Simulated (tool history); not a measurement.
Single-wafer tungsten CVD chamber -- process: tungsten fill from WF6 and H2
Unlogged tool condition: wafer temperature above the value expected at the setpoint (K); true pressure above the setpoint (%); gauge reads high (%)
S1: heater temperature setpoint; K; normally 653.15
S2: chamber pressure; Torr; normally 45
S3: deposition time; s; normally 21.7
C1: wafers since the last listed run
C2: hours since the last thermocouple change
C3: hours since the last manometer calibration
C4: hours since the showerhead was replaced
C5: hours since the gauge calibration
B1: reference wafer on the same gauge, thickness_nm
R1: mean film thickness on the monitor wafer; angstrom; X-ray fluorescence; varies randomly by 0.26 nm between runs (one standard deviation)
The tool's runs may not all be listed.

run	hour	S1	S2	S3	C1	C2	C3	C4	C5	B1	R1
1	0	648.15	49	21.7	0	976.4	1298.5	2292.9	224.7	63.675	529.87
2	12.7	648.15	49	21.7	369	989.1	1311.2	2305.6	237.4	63.68	531.91
3	31.8	653.15	45	21.7	554	1008.2	1330.3	2324.7	256.5	63.738	552.79
4	124.6	653.15	45	21.7	2696	1101	1423.1	2417.5	349.3	63.661	554.01
5	140.1	653.15	45	21.7	450	1116.5	1438.6	2433	364.8	63.716	557.86
6	174.6	653.15	45	21.7	1002	1151	1473.1	2467.5	399.3	63.727	559.26
7	202.5	653.15	45	21.7	810	1178.9	1501	2495.4	427.2	63.651	557.13
# hour 220.5: capacitance manometer re-zeroed and calibrated
8	231.2	653.15	45	21.7	601	1207.6	10.7	2524.1	455.9	63.788	539.66
# hour 254.4: thermocouple changed; heater temperature recalibrated
9	265.3	653.15	51	21.7	758	10.9	44.8	2558.2	490	63.737	584.64
# hour 283: showerhead replaced
10	300.8	653.15	51	21.7	799	46.4	80.3	17.8	525.5	63.587	586.51
# hour 343.7: gauge calibrated
11	361	653.15	51	21.7	1749	106.6	140.5	78	17.3	63.607	581.05
12	385.8	653.15	45	21.7	720	131.4	165.3	102.8	42.1	63.593	541.92
13	400.7	653.15	45	21.7	432	146.3	180.2	117.7	57	63.59	536.63
14	426.6	639.15	52	20.1	752	172.2	206.1	143.6	82.9	63.659	415.41
15	454.6	653.15	45	18.7	813	200.2	234.1	171.6	110.9	63.749	470.51
16	471.4	662.15	45	21.7	488	217	250.9	188.4	127.7	63.667	637.85
17	491.8	645.15	36.2	23.2	592	237.4	271.3	208.8	148.1	63.636	434.71
18	525.5	653.15	45	20.6	979	271.1	305	242.5	181.8	63.614	514.54
19	558	668.15	39	23.5	944	303.6	337.5	275	214.3	63.625	697.87

What will run 20 give?
20	592.5	653.15	55.5	17.4	1002	338.1	372	309.5	248.8	?	?

Run 20 yielded B1 63.848, R1 489.72 angstrom.
Take away the tool's hidden state, keep the run-to-run variation as it was, and the same run would have given R1 481.79 angstrom.
